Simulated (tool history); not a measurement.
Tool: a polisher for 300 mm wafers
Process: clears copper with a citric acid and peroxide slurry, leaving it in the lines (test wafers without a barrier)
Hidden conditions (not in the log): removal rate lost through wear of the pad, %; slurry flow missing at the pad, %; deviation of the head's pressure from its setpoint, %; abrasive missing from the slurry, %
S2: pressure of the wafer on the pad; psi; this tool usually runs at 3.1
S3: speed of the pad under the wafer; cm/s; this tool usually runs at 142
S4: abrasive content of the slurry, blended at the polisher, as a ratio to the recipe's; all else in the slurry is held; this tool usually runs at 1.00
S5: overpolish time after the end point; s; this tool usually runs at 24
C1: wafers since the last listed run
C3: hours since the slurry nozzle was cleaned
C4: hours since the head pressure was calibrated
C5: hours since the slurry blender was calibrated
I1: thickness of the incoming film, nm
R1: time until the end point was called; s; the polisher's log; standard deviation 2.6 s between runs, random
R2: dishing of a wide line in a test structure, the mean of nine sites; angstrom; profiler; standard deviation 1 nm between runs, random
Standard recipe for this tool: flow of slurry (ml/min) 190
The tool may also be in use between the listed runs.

Run 1, hour 0.0: usual settings; C1 0; wafers polished on this pad 2016; C3 314.3; C4 68.4; C5 603.7; I1 515.9. Result: R1 194.0 s, R2 465 angstrom.
At hour 51.5: slurry blender recalibrated.
Run 2, hour 102.6: usual settings; C1 377; wafers polished on this pad 2394; C3 416.9; C4 171.0; C5 51.1; I1 508.0. Result: R1 188.7 s, R2 471 angstrom.
Run 3, hour 187.1: usual settings; C1 317; wafers polished on this pad 2711; C3 501.4; C4 255.5; C5 135.6; I1 521.8. Result: R1 195.3 s, R2 470 angstrom.
Run 4, hour 247.8: usual settings but S2 2.4 psi; C1 227; wafers polished on this pad 2939; C3 562.1; C4 316.2; C5 196.3; I1 508.6. Result: R1 242.4 s, R2 374 angstrom.
At hour 289.4: worn pad replaced by a new one.
Run 5, hour 348.7: usual settings but flow of slurry (ml/min) 245; C1 363; wafers polished on this pad 222; C3 663.0; C4 417.1; C5 297.2; I1 508.1. Result: R1 174.7 s, R2 493 angstrom.
Run 6, hour 455.8: usual settings; C1 402; wafers polished on this pad 624; C3 770.1; C4 524.2; C5 404.3; I1 506.4. Result: R1 181.0 s, R2 460 angstrom.
At hour 507.3: slurry nozzle cleaned.
Run 7, hour 530.2: usual settings; C1 275; wafers polished on this pad 900; C3 22.9; C4 598.6; C5 478.7; I1 515.1. Result: R1 185.5 s, R2 483 angstrom.
Run 8, hour 574.2: usual settings; C1 165; wafers polished on this pad 1065; C3 66.9; C4 642.6; C5 522.7; I1 516.1. Result: R1 188.0 s, R2 477 angstrom.
Run 9, hour 623.3: usual settings; C1 184; wafers polished on this pad 1250; C3 116.0; C4 691.7; C5 571.8; I1 517.0. Result: R1 189.1 s, R2 475 angstrom.
Run 10, hour 685.3: usual settings; C1 232; wafers polished on this pad 1483; C3 178.0; C4 753.7; C5 633.8; I1 511.1. Result: R1 189.7 s, R2 451 angstrom.
At hour 691.5: slurry blender recalibrated.
Run 11, hour 742.5: usual settings but S2 2.2 psi, S3 104 cm/s, S4 1.20, S5 20 s; C1 207; wafers polished on this pad 1690; C3 235.2; C4 810.9; C5 51.0; I1 516.4. Result: R1 339.1 s, R2 244 angstrom.
Run 12, hour 812.3: usual settings but S3 94 cm/s; C1 262; wafers polished on this pad 1952; C3 305.0; C4 880.7; C5 120.8; I1 510.7. Result: R1 278.3 s, R2 343 angstrom.
Run 13, hour 908.9: usual settings but flow of slurry (ml/min) 250, S2 4.1 psi, S3 158 cm/s, S4 1.20; C1 362; wafers polished on this pad 2315; C3 401.6; C4 977.3; C5 217.4; I1 512.6. Result: R1 124.7 s, R2 665 angstrom.
Run 14, hour 946.8: usual settings; C1 142; wafers polished on this pad 2457; C3 439.5; C4 1015.2; C5 255.3; I1 523.0. Result: R1 197.3 s, R2 462 angstrom.
At hour 1027.6: worn pad replaced by a new one, of another model than before.
Run 15, hour 1047.9: usual settings; C1 364; wafers polished on this pad 76; C3 540.6; C4 1116.3; C5 356.4; I1 510.1. Result: R1 177.4 s, R2 499 angstrom.
Run 16, hour 1102.2: usual settings; C1 203; wafers polished on this pad 280; C3 594.9; C4 1170.6; C5 410.7; I1 516.8. Result: R1 181.8 s, R2 472 angstrom.
At hour 1163.0: head pressure recalibrated.
At hour 1179.6: slurry nozzle cleaned.
Run 17, hour 1205.8: usual settings but flow of slurry (ml/min) 245, S2 3.8 psi, S3 116 cm/s, S5 11 s; C1 377; wafers polished on this pad 657; C3 26.2; C4 42.8; C5 514.3; I1 507.6. Result: R1 179.4 s, R2 249 angstrom.
Run 18, hour 1258.0: usual settings but flow of slurry (ml/min) 130; C1 196; wafers polished on this pad 854; C3 78.4; C4 95.0; C5 566.5; I1 516.4. Result: R1 194.0 s, R2 460 angstrom.
Run 19, hour 1359.2: usual settings but S2 3.6 psi, S3 164 cm/s; C1 380; wafers polished on this pad 1234; C3 179.6; C4 196.2; C5 667.7; I1 519.0. Result: R1 158.6 s, R2 549 angstrom.
Run 20, hour 1457.1: usual settings; C1 367; wafers polished on this pad 1601; C3 277.5; C4 294.1; C5 765.6; I1 521.7. Result: R1 200.8 s, R2 453 angstrom.
At hour 1461.3: slurry blender recalibrated.
Run 21, hour 1637.3: usual settings but S3 190 cm/s, S5 17 s; C1 669; wafers polished on this pad 2271; C3 457.7; C4 474.3; C5 176.0; I1 515.9. Result: R1 157.9 s, R2 416 angstrom.
Run 22, hour 1710.1: usual settings; C1 273; wafers polished on this pad 2544; C3 530.5; C4 547.1; C5 248.8; I1 516.0. Result: R1 203.5 s, R2 443 angstrom.
Run 23, hour 1755.0: usual settings but flow of slurry (ml/min) 240, S3 174 cm/s; C1 168; wafers polished on this pad 2713; C3 575.4; C4 592.0; C5 293.7; I1 512.4. Result: R1 168.3 s, R2 530 angstrom.
At hour 1820.6: worn pad replaced by a new one.
At hour 1846.4: slurry nozzle cleaned.
Run 24, hour 1861.6: usual settings but flow of slurry (ml/min) 155, S3 164 cm/s; C1 381; wafers polished on this pad 150; C3 15.2; C4 698.6; C5 400.3; I1 509.3. Result: R1 157.6 s, R2 514 angstrom.
Run 25, hour 1936.1: usual settings but flow of slurry (ml/min) 250, S4 1.30; C1 279; wafers polished on this pad 430; C3 89.7; C4 773.1; C5 474.8; I1 509.6. Result: R1 171.4 s, R2 502 angstrom.
Run 26, hour 2135.5: usual settings but flow of slurry (ml/min) 250, S4 1.20, S5 34 s; C1 748; wafers polished on this pad 1178; C3 289.1; C4 972.5; C5 674.2; I1 504.1. Result: R1 177.7 s, R2 606 angstrom.
At hour 2148.7: slurry blender recalibrated.
At hour 2152.8: head pressure recalibrated.
Run 27, hour 2192.9: usual settings but flow of slurry (ml/min) 130, S2 2.5 psi, S3 98 cm/s, S4 0.85; C1 200; wafers polished on this pad 1379; C3 346.5; C4 40.1; C5 44.2; I1 517.5. Result: R1 305.3 s, R2 319 angstrom.
Run 28, hour 2236.9: usual settings but S3 180 cm/s; C1 165; wafers polished on this pad 1544; C3 390.5; C4 84.1; C5 88.2; I1 513.9. Result: R1 159.9 s, R2 527 angstrom.

Each row is a separate what-if for the run after 28, all from the same tool condition, not one after another. Results?
Run A, hour 2237.4: usual settings; C1 1; wafers polished on this pad 1546; C3 391.0; C4 84.6; C5 88.7; I1 512.8. Result: R1 ?, R2 ?.
Run B, hour 2237.4: usual settings but flow of slurry (ml/min) 160, S3 118 cm/s, S4 1.25, S5 19 s; C1 1; wafers polished on this pad 1546; C3 391.0; C4 84.6; C5 88.7; I1 512.8. Result: R1 ?, R2 ?.
Run C, hour 2237.4: usual settings but S3 168 cm/s, S5 35 s; C1 1; wafers polished on this pad 1546; C3 391.0; C4 84.6; C5 88.7; I1 512.8. Result: R1 ?, R2 ?.
Run D, hour 2237.4: usual settings but flow of slurry (ml/min) 170, S2 2.3 psi, S4 0.85, S5 11 s; C1 1; wafers polished on this pad 1546; C3 391.0; C4 84.6; C5 88.7; I1 512.8. Result: R1 ?, R2 ?.

run     R1   R2
  A  190.4  460
  B  210.0  357
  C  167.7  645
  D  237.8  200
With no hidden state in the tool, these same runs would have given:
run     R1   R2
  A  169.2  501
  B  186.6  392
  C  149.0  690
  D  211.3  222

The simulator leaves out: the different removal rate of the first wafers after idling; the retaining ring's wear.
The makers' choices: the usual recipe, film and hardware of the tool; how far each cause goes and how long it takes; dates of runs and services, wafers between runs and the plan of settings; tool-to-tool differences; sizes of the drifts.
